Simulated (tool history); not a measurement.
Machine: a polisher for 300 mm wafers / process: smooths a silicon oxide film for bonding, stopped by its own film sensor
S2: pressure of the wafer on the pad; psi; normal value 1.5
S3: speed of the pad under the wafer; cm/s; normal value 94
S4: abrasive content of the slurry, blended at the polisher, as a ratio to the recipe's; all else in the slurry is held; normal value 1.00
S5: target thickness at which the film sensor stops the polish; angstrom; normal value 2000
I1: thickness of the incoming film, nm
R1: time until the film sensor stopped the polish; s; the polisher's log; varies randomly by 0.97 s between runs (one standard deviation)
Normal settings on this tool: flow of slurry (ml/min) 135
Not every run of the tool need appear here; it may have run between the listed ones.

Run 1, hour 0.0: usual settings but S4 1.05; I1 232.9. Result: R1 75.1 s.
Run 2, hour 31.9: usual settings but S4 1.05; I1 227.1. Result: R1 62.3 s.
Run 3, hour 56.6: usual settings but S4 1.05; I1 232.9. Result: R1 77.4 s.
Run 4, hour 80.2: usual settings; I1 230.7. Result: R1 73.9 s.
Run 5, hour 100.4: usual settings; I1 226.4. Result: R1 63.7 s.
Run 6, hour 116.6: usual settings; I1 232.1. Result: R1 78.2 s.
Run 7, hour 134.6: usual settings; I1 228.7. Result: R1 68.5 s.
Run 8, hour 154.0: usual settings; I1 232.5. Result: R1 77.5 s.
Run 9, hour 189.0: usual settings; I1 231.0. Result: R1 76.3 s.
Run 10, hour 220.1: usual settings but S3 102 cm/s; I1 233.5. Result: R1 78.7 s.
Run 11, hour 236.8: usual settings but S2 1.4 psi, S5 1960 angstrom; I1 227.4. Result: R1 81.0 s.
Run 12, hour 323.0: usual settings but S5 2080 angstrom; I1 234.1. Result: R1 59.8 s.
Run 13, hour 344.4: usual settings but S2 1.2 psi; I1 228.3. Result: R1 74.5 s.
Run 14, hour 359.2: usual settings but S2 1.3 psi, S3 86 cm/s; I1 232.6. Result: R1 90.1 s.
Run 15, hour 384.0: usual settings but S4 0.90, S5 2040 angstrom; I1 229.1. Result: R1 60.0 s.
Run 16, hour 400.7: usual settings but S2 1.9 psi, S3 76 cm/s, S4 1.10, S5 2080 angstrom; I1 230.4. Result: R1 50.2 s.
Run 17, hour 414.3: usual settings but S3 124 cm/s, S5 1920 angstrom; I1 230.9. Result: R1 70.3 s.
Run 18, hour 481.2: usual settings but flow of slurry (ml/min) 160, S3 80 cm/s, S4 1.10; I1 232.7. Result: R1 83.1 s.
Run 19, hour 501.5: usual settings; I1 230.5. Result: R1 73.5 s.
Run 20, hour 516.9: usual settings; I1 230.8. Result: R1 71.8 s.

Missing from the log above: 7 entries noted between runs. For each, name the pair of listed runs it sits between and say how the tool's hidden condition differs from the listed run just before to the listed run just after:
Runs 4 to 5: worn pad replaced by a new one (hour 99.1)
  slurry flow missing at the pad, %: 25.2 -> 26.7
  what was measured, less what the result would be without the hidden state, R1: +3.6 -> +3.3 s
Runs 9 to 10: head pressure recalibrated (hour 218.5); slurry blender recalibrated (hour 219.6)
  slurry flow missing at the pad, %: 33.3 -> 35.6
  what was measured, less what the result would be without the hidden state, R1: +5.3 -> +6.0 s
Runs 10 to 11: worn pad replaced by a new one (hour 236.3)
  slurry flow missing at the pad, %: 35.6 -> 36.8
  what was measured, less what the result would be without the hidden state, R1: +6.0 -> +6.4 s
Runs 11 to 12: slurry nozzle cleaned (hour 304.0)
  slurry flow missing at the pad, %: 36.8 -> 5.61
  what was measured, less what the result would be without the hidden state, R1: +6.4 -> +0.6 s
Runs 14 to 15: worn pad replaced by a new one (hour 383.5)
  slurry flow missing at the pad, %: 8.3 -> 10.1
  what was measured, less what the result would be without the hidden state, R1: +1.2 -> +1.0 s
Runs 17 to 18: slurry blender recalibrated (hour 445.7)
  slurry flow missing at the pad, %: 12.4 -> 17.4
  what was measured, less what the result would be without the hidden state, R1: +1.5 -> +2.3 s

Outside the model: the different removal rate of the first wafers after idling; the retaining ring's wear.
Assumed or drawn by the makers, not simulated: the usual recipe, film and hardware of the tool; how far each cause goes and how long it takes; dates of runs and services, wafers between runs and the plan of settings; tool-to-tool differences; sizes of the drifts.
